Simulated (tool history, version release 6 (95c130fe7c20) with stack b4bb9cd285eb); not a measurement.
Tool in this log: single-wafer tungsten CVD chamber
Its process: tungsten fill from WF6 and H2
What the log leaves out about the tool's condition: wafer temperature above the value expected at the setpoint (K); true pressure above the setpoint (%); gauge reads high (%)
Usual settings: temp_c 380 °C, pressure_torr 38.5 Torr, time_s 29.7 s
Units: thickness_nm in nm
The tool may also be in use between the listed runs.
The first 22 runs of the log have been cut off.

run,hour,temp_c,pressure_torr,time_s,wafers since the last listed run,hours since the last thermocouple change,hours since the last manometer calibration,hours since the showerhead was replaced,hours since the gauge calibration,"read-back reference wafer on the same gauge, thickness_nm",thickness_nm
23,1228.5,367,42.7,24.4,1456,466.3,245,510.3,960,75.77,44.101
24,1287.4,374,38.5,26.7,1209,525.2,303.9,569.2,1018.9,75.799,51.661
25,1318.6,393,38.5,29.7,640,556.4,335.1,600.4,1050.1,75.948,80.938
26,1345.9,380,38.5,29.7,560,583.7,362.4,627.7,1077.4,75.83,64.523
27,1391.6,368,31.6,35.3,938,629.4,408.1,673.4,1123.1,75.866,54.958
# hour 1407.9: capacitance manometer re-zeroed and calibrated, repeated, since the last time left the tool worse
28,1432.7,387,30.3,35.3,679,670.5,24.8,714.5,1164.2,75.907,77.674
29,1462.5,368,42.8,35.4,612,700.3,54.6,744.3,1194,75.973,67.89
30,1501.6,380,38.5,29.7,802,739.4,93.7,783.4,1233.1,75.925,66.938
31,1526.4,384,38.5,29.7,509,764.2,118.5,808.2,1257.9,75.973,71.769
32,1585.2,365,32.7,33.9,1207,823,177.3,867,1316.7,75.883,52.897
33,1617.8,393,29.4,35.1,669,855.6,209.9,899.6,1349.3,75.95,84.454
34,1681.8,380,42.4,23.9,1314,919.6,273.9,963.6,1413.3,75.851,56.809
35,1707.6,380,34.6,29.7,529,945.4,299.7,989.4,1439.1,75.936,63.253

Each row is a separate what-if for the run after 35, all from the same tool condition, not one after another. Results?
A,1708,380,38.5,29.7,8,945.8,300.1,989.8,1439.5,?,?
B,1708,365,48,29.7,8,945.8,300.1,989.8,1439.5,?,?
C,1708,370,43.4,35.5,8,945.8,300.1,989.8,1439.5,?,?

run,"read-back reference wafer on the same gauge, thickness_nm",thickness_nm
A,75.883,67.168
B,75.883,57.462
C,75.883,71.533
With no hidden state in the tool, these same runs would have given:
run,thickness_nm
A,66.614
B,57
C,70.958
